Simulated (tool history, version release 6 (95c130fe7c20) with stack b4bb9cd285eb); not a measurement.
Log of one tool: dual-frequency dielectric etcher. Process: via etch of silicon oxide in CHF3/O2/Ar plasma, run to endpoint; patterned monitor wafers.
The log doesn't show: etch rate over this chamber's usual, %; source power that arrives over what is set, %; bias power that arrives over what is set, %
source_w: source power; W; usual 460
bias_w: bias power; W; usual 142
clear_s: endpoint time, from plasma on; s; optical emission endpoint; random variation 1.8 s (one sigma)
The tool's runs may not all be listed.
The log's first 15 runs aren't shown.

run	hour	source_w	bias_w	wafers since the last listed run	hours since the last wet clean	hours since the last source power generator calibration	hours since the last bias power generator calibration	hours since the last upper electrode change	incoming incoming film thickness, nm	clear_s
16	832.9	460	142	183	481.0	357.9	2964.8	97.2	409.8	248.6
# hour 869.4: wet clean of the chamber
17	938.2	560	142	383	68.8	463.2	3070.1	202.5	411.5	223.5
18	1008.8	400	117	332	139.4	533.8	3140.7	273.1	414.4	285.9
19	1036.9	460	142	132	167.5	561.9	3168.8	301.2	405.3	247.6
20	1081.8	460	152	211	212.4	606.8	3213.7	346.1	407.1	248.8
21	1115.5	550	142	158	246.1	640.5	3247.4	379.8	407.6	224.4
# hour 1178.1: bias power generator calibrated
22	1208.4	510	127	419	339.0	733.4	30.3	472.7	404.2	238.2
23	1273.6	460	142	307	404.2	798.6	95.5	537.9	408.4	246.8
24	1299.5	460	142	122	430.1	824.5	121.4	563.8	407.7	251.4
25	1324.0	540	152	115	454.6	849.0	145.9	588.3	412.0	226.0
# hour 1358.2: wet clean of the chamber
26	1388.7	460	142	191	30.5	913.7	210.6	653.0	405.4	249.3
27	1424.8	420	142	170	66.6	949.8	246.7	689.1	410.8	266.9
28	1458.3	460	120	158	100.1	983.3	280.2	722.6	407.2	256.1
29	1494.7	350	170	171	136.5	1019.7	316.6	759.0	406.6	289.3
30	1553.0	580	110	274	194.8	1078.0	374.9	817.3	409.2	227.8
31	1586.2	460	142	156	228.0	1111.2	408.1	850.5	406.7	248.4
32	1700.7	460	176	540	342.5	1225.7	522.6	965.0	404.6	239.6
33	1770.3	370	157	328	412.1	1295.3	592.2	1034.6	406.2	281.7
# hour 1818.3: wet clean of the chamber
34	1819.2	370	172	117	0.9	1344.2	641.1	1083.5	406.5	280.0
35	1881.3	460	142	292	63.0	1406.3	703.2	1145.6	404.8	247.3

Forecast each of these 4 alternatives for the next run:
A	1881.8	460	114	2	63.5	1406.8	703.7	1146.1	405.6	?
B	1881.8	510	124	2	63.5	1406.8	703.7	1146.1	405.6	?
C	1881.8	510	161	2	63.5	1406.8	703.7	1146.1	405.6	?
D	1881.8	510	169	2	63.5	1406.8	703.7	1146.1	405.6	?

run	clear_s
A	258.0
B	238.8
C	226.9
D	224.5
Without the tool's hidden state the same runs would have given:
run	clear_s
A	258.0
B	238.8
C	226.9
D	224.5
